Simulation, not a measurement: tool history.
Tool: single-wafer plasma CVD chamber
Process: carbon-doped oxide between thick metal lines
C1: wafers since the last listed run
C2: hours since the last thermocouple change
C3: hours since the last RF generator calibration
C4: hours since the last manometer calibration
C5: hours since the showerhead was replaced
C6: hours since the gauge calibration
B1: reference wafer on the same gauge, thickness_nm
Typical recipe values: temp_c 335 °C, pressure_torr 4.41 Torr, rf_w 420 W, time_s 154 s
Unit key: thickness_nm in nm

Run 1, day 0.000: usual settings; C1 0; C2 2465.7; C3 1656.6; C4 1851.7; C5 6637.1; C6 130.3; B1 830.795. Result: thickness_nm 736.455 nm.
Run 2, day 0.658: usual settings; C1 155; C2 2481.5; C3 1672.4; C4 1867.5; C5 6652.9; C6 146.1; B1 830.340. Result: thickness_nm 739.505 nm.
Run 3, day 1.717: usual settings; C1 249; C2 2506.9; C3 1697.8; C4 1892.9; C5 6678.3; C6 171.5; B1 830.206. Result: thickness_nm 739.335 nm.
Run 4, day 2.521: usual settings; C1 189; C2 2526.2; C3 1717.1; C4 1912.2; C5 6697.6; C6 190.8; B1 828.911. Result: thickness_nm 741.388 nm.
Run 5, day 3.483: usual settings; C1 226; C2 2549.3; C3 1740.2; C4 1935.3; C5 6720.7; C6 213.9; B1 828.432. Result: thickness_nm 735.375 nm.
Run 6, day 4.321: usual settings but time_s 143 s; C1 197; C2 2569.4; C3 1760.3; C4 1955.4; C5 6740.8; C6 234.0; B1 827.935. Result: thickness_nm 684.448 nm.
Run 7, day 5.071: usual settings but time_s 143 s; C1 176; C2 2587.4; C3 1778.3; C4 1973.4; C5 6758.8; C6 252.0; B1 827.580. Result: thickness_nm 683.725 nm.
Run 8, day 6.212: usual settings but pressure_torr 3.67 Torr, time_s 176 s; C1 269; C2 2614.8; C3 1805.7; C4 2000.8; C5 6786.2; C6 279.4; B1 826.301. Result: thickness_nm 805.875 nm.
Run 9, day 6.800: usual settings; C1 138; C2 2628.9; C3 1819.8; C4 2014.9; C5 6800.3; C6 293.5; B1 825.845. Result: thickness_nm 732.791 nm.
At day 7.646: RF generator calibrated.
Run 10, day 7.667: usual settings but time_s 163 s; C1 125; C2 2649.7; C3 0.5; C4 2035.7; C5 6821.1; C6 314.3; B1 825.627. Result: thickness_nm 776.742 nm.
Run 11, day 8.400: usual settings but time_s 163 s; C1 172; C2 2667.3; C3 18.1; C4 2053.3; C5 6838.7; C6 331.9; B1 825.307. Result: thickness_nm 777.184 nm.
At day 8.996: showerhead replaced.
Run 12, day 9.221: usual settings but pressure_torr 3.97 Torr, rf_w 485 W, time_s 181 s; C1 114; C2 2687.0; C3 37.8; C4 2073.0; C5 5.4; C6 351.6; B1 824.654. Result: thickness_nm 945.112 nm.
Run 13, day 10.021: usual settings but temp_c 321 °C; C1 188; C2 2706.2; C3 57.0; C4 2092.2; C5 24.6; C6 370.8; B1 823.402. Result: thickness_nm 763.780 nm.
Run 14, day 11.338: usual settings; C1 310; C2 2737.8; C3 88.6; C4 2123.8; C5 56.2; C6 402.4; B1 822.429. Result: thickness_nm 731.278 nm.
Run 15, day 12.375: usual settings but pressure_torr 3.71 Torr, time_s 134 s; C1 244; C2 2762.7; C3 113.5; C4 2148.7; C5 81.1; C6 427.3; B1 822.335. Result: thickness_nm 613.807 nm.
At day 13.217: thermocouple changed; heater temperature recalibrated.
At day 13.342: gauge calibrated.
At day 13.354: capacitance manometer re-zeroed and calibrated.
Run 16, day 13.375: usual settings; C1 124; C2 3.8; C3 137.5; C4 0.5; C5 105.1; C6 0.8; B1 836.620. Result: thickness_nm 743.625 nm.
Run 17, day 13.779: usual settings; C1 95; C2 13.5; C3 147.2; C4 10.2; C5 114.8; C6 10.5; B1 835.778. Result: thickness_nm 745.214 nm.
Run 18, day 14.708: usual settings but temp_c 346 °C, pressure_torr 5.39 Torr; C1 218; C2 35.8; C3 169.5; C4 32.5; C5 137.1; C6 32.8; B1 834.977. Result: thickness_nm 756.412 nm.
Run 19, day 15.783: usual settings but pressure_torr 3.97 Torr, rf_w 485 W, time_s 181 s; C1 253; C2 61.6; C3 195.3; C4 58.3; C5 162.9; C6 58.6; B1 834.964. Result: thickness_nm 956.864 nm.
Run 20, day 16.617: usual settings but temp_c 327 °C; C1 196; C2 81.6; C3 215.3; C4 78.3; C5 182.9; C6 78.6; B1 834.255. Result: thickness_nm 754.920 nm.
Run 21, day 17.629: usual settings but temp_c 343 °C, pressure_torr 4.11 Torr, rf_w 370 W, time_s 127 s; C1 238; C2 105.9; C3 239.6; C4 102.6; C5 207.2; C6 102.9; B1 833.656. Result: thickness_nm 523.803 nm.
Run 22, day 18.758: usual settings but temp_c 331 °C, pressure_torr 5.06 Torr, rf_w 380 W, time_s 173 s; C1 266; C2 133.0; C3 266.7; C4 129.7; C5 234.3; C6 130.0; B1 832.496. Result: thickness_nm 793.471 nm.

What if the next run were any one of these 4? Each begins from the tool's condition after run 22:
Run A, day 18.775: usual settings but rf_w 365 W; C1 3; C2 133.4; C3 267.1; C4 130.1; C5 234.7; C6 130.4; B1 ?. Result: thickness_nm ?.
Run B, day 18.775: usual settings but temp_c 330 °C, rf_w 375 W; C1 3; C2 133.4; C3 267.1; C4 130.1; C5 234.7; C6 130.4; B1 ?. Result: thickness_nm ?.
Run C, day 18.775: usual settings but pressure_torr 5.37 Torr, rf_w 360 W, time_s 132 s; C1 3; C2 133.4; C3 267.1; C4 130.1; C5 234.7; C6 130.4; B1 ?. Result: thickness_nm ?.
Run D, day 18.775: usual settings but pressure_torr 4.91 Torr, time_s 132 s; C1 3; C2 133.4; C3 267.1; C4 130.1; C5 234.7; C6 130.4; B1 ?. Result: thickness_nm ?.

run       B1  thickness_nm
  A  832.949       650.101
  B  832.949       676.047
  C  832.949       573.961
  D  832.949       650.827
With the hidden condition removed and each run's random variation left untouched, the same runs would have given:
run  thickness_nm
  A       653.363
  B       679.439
  C       576.841
  D       654.093
